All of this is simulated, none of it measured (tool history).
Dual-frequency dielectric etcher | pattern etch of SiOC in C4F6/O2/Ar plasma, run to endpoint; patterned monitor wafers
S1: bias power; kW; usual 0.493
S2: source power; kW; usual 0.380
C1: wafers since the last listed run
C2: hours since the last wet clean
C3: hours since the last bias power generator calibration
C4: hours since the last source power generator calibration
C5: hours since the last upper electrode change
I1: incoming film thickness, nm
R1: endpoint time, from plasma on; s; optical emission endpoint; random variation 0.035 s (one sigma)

Run 1, hour 0.0: usual settings; C1 0; C2 176.4; C3 3222.8; C4 2695.6; C5 4697.9; I1 29.78. Result: R1 9.8 s.
Run 2, hour 38.8: usual settings but S2 0.410 kW; C1 618; C2 215.2; C3 3261.6; C4 2734.4; C5 4736.7; I1 29.79. Result: R1 9.5 s.
Run 3, hour 71.6: usual settings but S2 0.410 kW; C1 522; C2 248.0; C3 3294.4; C4 2767.2; C5 4769.5; I1 29.68. Result: R1 9.4 s.
Run 4, hour 84.9: usual settings; C1 211; C2 261.3; C3 3307.7; C4 2780.5; C5 4782.8; I1 29.92. Result: R1 9.8 s.
Run 5, hour 106.0: usual settings; C1 336; C2 282.4; C3 3328.8; C4 2801.6; C5 4803.9; I1 30.25. Result: R1 9.8 s.
Run 6, hour 135.1: usual settings; C1 463; C2 311.5; C3 3357.9; C4 2830.7; C5 4833.0; I1 30.13. Result: R1 9.7 s.
Run 7, hour 159.2: usual settings but S2 0.350 kW; C1 384; C2 335.6; C3 3382.0; C4 2854.8; C5 4857.1; I1 30.00. Result: R1 9.9 s.
Run 8, hour 174.7: usual settings but S2 0.350 kW; C1 246; C2 351.1; C3 3397.5; C4 2870.3; C5 4872.6; I1 29.93. Result: R1 9.8 s.
Run 9, hour 187.6: usual settings; C1 205; C2 364.0; C3 3410.4; C4 2883.2; C5 4885.5; I1 29.78. Result: R1 9.5 s.
At hour 231.9: wet clean of the chamber.
Run 10, hour 232.4: usual settings; C1 331; C2 0.5; C3 3455.2; C4 2928.0; C5 4930.3; I1 29.82. Result: R1 10.0 s.
Run 11, hour 241.9: usual settings; C1 151; C2 10.0; C3 3464.7; C4 2937.5; C5 4939.8; I1 29.82. Result: R1 10.0 s.
Run 12, hour 277.4: usual settings; C1 565; C2 45.5; C3 3500.2; C4 2973.0; C5 4975.3; I1 29.96. Result: R1 10.0 s.
At hour 287.0: source power generator calibrated.
Run 13, hour 294.0: usual settings; C1 200; C2 62.1; C3 3516.8; C4 7.0; C5 4991.9; I1 29.78. Result: R1 9.9 s.
Run 14, hour 319.5: usual settings; C1 406; C2 87.6; C3 3542.3; C4 32.5; C5 5017.4; I1 29.80. Result: R1 9.9 s.
Run 15, hour 333.2: usual settings but S1 0.435 kW; C1 218; C2 101.3; C3 3556.0; C4 46.2; C5 5031.1; I1 29.60. Result: R1 10.3 s.
Run 16, hour 346.4: usual settings but S1 0.456 kW, S2 0.440 kW; C1 210; C2 114.5; C3 3569.2; C4 59.4; C5 5044.3; I1 29.80. Result: R1 9.7 s.
Run 17, hour 418.0: usual settings but S1 0.433 kW; C1 1140; C2 186.1; C3 3640.8; C4 131.0; C5 5115.9; I1 29.75. Result: R1 10.2 s.
Run 18, hour 447.5: usual settings but S1 0.605 kW, S2 0.330 kW; C1 470; C2 215.6; C3 3670.3; C4 160.5; C5 5145.4; I1 30.01. Result: R1 9.5 s.
Run 19, hour 476.1: usual settings but S2 0.310 kW; C1 455; C2 244.2; C3 3698.9; C4 189.1; C5 5174.0; I1 29.91. Result: R1 10.2 s.
At hour 520.2: upper electrode replaced, of another model than before.
Run 20, hour 520.7: usual settings but S2 0.450 kW; C1 328; C2 288.8; C3 3743.5; C4 233.7; C5 0.5; I1 29.75. Result: R1 9.4 s.
Run 21, hour 525.7: usual settings but S1 0.546 kW, S2 0.450 kW; C1 79; C2 293.8; C3 3748.5; C4 238.7; C5 5.5; I1 29.99. Result: R1 9.2 s.
At hour 558.2: wet clean of the chamber.
Run 22, hour 560.9: usual settings; C1 178; C2 2.7; C3 3783.7; C4 273.9; C5 40.7; I1 29.97. Result: R1 10.1 s.
At hour 576.8: bias power generator calibrated.
Run 23, hour 577.3: usual settings; C1 197; C2 19.1; C3 0.5; C4 290.3; C5 57.1; I1 29.54. Result: R1 9.9 s.
Run 24, hour 586.7: usual settings but S1 0.593 kW, S2 0.440 kW; C1 149; C2 28.5; C3 9.9; C4 299.7; C5 66.5; I1 29.92. Result: R1 9.4 s.
Run 25, hour 605.9: usual settings but S1 0.370 kW, S2 0.420 kW; C1 305; C2 47.7; C3 29.1; C4 318.9; C5 85.7; I1 30.11. Result: R1 10.6 s.
Run 26, hour 626.2: usual settings but S2 0.430 kW; C1 323; C2 68.0; C3 49.4; C4 339.2; C5 106.0; I1 29.53. Result: R1 9.7 s.
Run 27, hour 660.9: usual settings but S1 0.428 kW, S2 0.320 kW; C1 552; C2 102.7; C3 84.1; C4 373.9; C5 140.7; I1 29.90. Result: R1 10.6 s.
Run 28, hour 687.5: usual settings but S1 0.614 kW, S2 0.410 kW; C1 423; C2 129.3; C3 110.7; C4 400.5; C5 167.3; I1 30.16. Result: R1 9.4 s.
Run 29, hour 713.7: usual settings; C1 417; C2 155.5; C3 136.9; C4 426.7; C5 193.5; I1 29.97. Result: R1 10.0 s.
Run 30, hour 745.6: usual settings but S2 0.340 kW; C1 508; C2 187.4; C3 168.8; C4 458.6; C5 225.4; I1 29.93. Result: R1 10.0 s.

How the hidden state differs across the entries between the runs, from the last listed run before each to the first after it:
Between runs 9 and 10: wet clean of the chamber (hour 231.9)
  etch rate over this chamber's usual, %: 5.05 -> 0.194
  measured less the result without the state, R1: -0.5 -> +0.0 s
Between runs 12 and 13: source power generator calibrated (hour 287.0)
  etch rate over this chamber's usual, %: 0.734 -> 0.933
  measured less the result without the state, R1: -0.1 -> -0.1 s
Between runs 19 and 20: upper electrode replaced, of another model than before (hour 520.2)
  etch rate over this chamber's usual, %: 3.12 -> 3.65
  measured less the result without the state, R1: -0.3 -> -0.3 s
Between runs 21 and 22: wet clean of the chamber (hour 558.2)
  etch rate over this chamber's usual, %: 3.71 -> -0.0675
  measured less the result without the state, R1: -0.4 -> +0.0 s
Between runs 22 and 23: bias power generator calibrated (hour 576.8)
  etch rate over this chamber's usual, %: -0.0675 -> 0.129
  measured less the result without the state, R1: +0.0 -> +0.0 s
